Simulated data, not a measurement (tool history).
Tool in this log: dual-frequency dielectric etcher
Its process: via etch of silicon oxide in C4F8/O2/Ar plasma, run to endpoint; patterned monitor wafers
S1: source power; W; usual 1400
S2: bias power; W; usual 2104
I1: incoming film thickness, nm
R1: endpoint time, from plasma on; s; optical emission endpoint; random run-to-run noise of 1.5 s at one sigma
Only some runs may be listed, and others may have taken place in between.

Run 1, hour 0: usual settings; I1 1754.9. Result: R1 380.4 s.
Run 2, hour 72: usual settings but S1 1130 W; I1 1779.8. Result: R1 414.7 s.
Run 3, hour 140: usual settings but S1 1130 W; I1 1753.4. Result: R1 407.2 s.
Run 4, hour 233.5: usual settings but S1 1130 W; I1 1780.3. Result: R1 412.8 s.
At hour 333.4: wet clean of the chamber.
Run 5, hour 333.9: usual settings; I1 1799.2. Result: R1 390 s.
Run 6, hour 393: usual settings; I1 1758.2. Result: R1 378.3 s.
Run 7, hour 451: usual settings but S2 1770 W; I1 1779.1. Result: R1 407.2 s.
Run 8, hour 539.6: usual settings but S2 1770 W; I1 1763.4. Result: R1 403.7 s.
Run 9, hour 620.2: usual settings but S2 1770 W; I1 1765.8. Result: R1 404.2 s.
Run 10, hour 696: usual settings; I1 1790.4. Result: R1 387.1 s.
At hour 809.6: upper electrode replaced.
Run 11, hour 810.1: usual settings; I1 1774.9. Result: R1 385.3 s.
Run 12, hour 830.9: usual settings but S1 1300 W; I1 1757. Result: R1 390.9 s.
At hour 873.3: bias power generator calibrated.
At hour 876.2: wet clean of the chamber.
Run 13, hour 906.5: usual settings but S1 1300 W; I1 1764. Result: R1 393.3 s.
Run 14, hour 974.1: usual settings but S1 1300 W; I1 1760.2. Result: R1 388.2 s.
Run 15, hour 1028.2: usual settings but S2 1863 W; I1 1791.3. Result: R1 405.5 s.
Run 16, hour 1115.1: usual settings but S2 2557 W; I1 1771.2. Result: R1 353.3 s.

Forecast run 17:
Run 17, hour 1179.8: usual settings but S1 1710 W, S2 2561 W; I1 1768.3. Result: R1 ?.

R1: 332.8 s
Minus the tool's unlogged condition, the same run would have read R1 332.8 s.

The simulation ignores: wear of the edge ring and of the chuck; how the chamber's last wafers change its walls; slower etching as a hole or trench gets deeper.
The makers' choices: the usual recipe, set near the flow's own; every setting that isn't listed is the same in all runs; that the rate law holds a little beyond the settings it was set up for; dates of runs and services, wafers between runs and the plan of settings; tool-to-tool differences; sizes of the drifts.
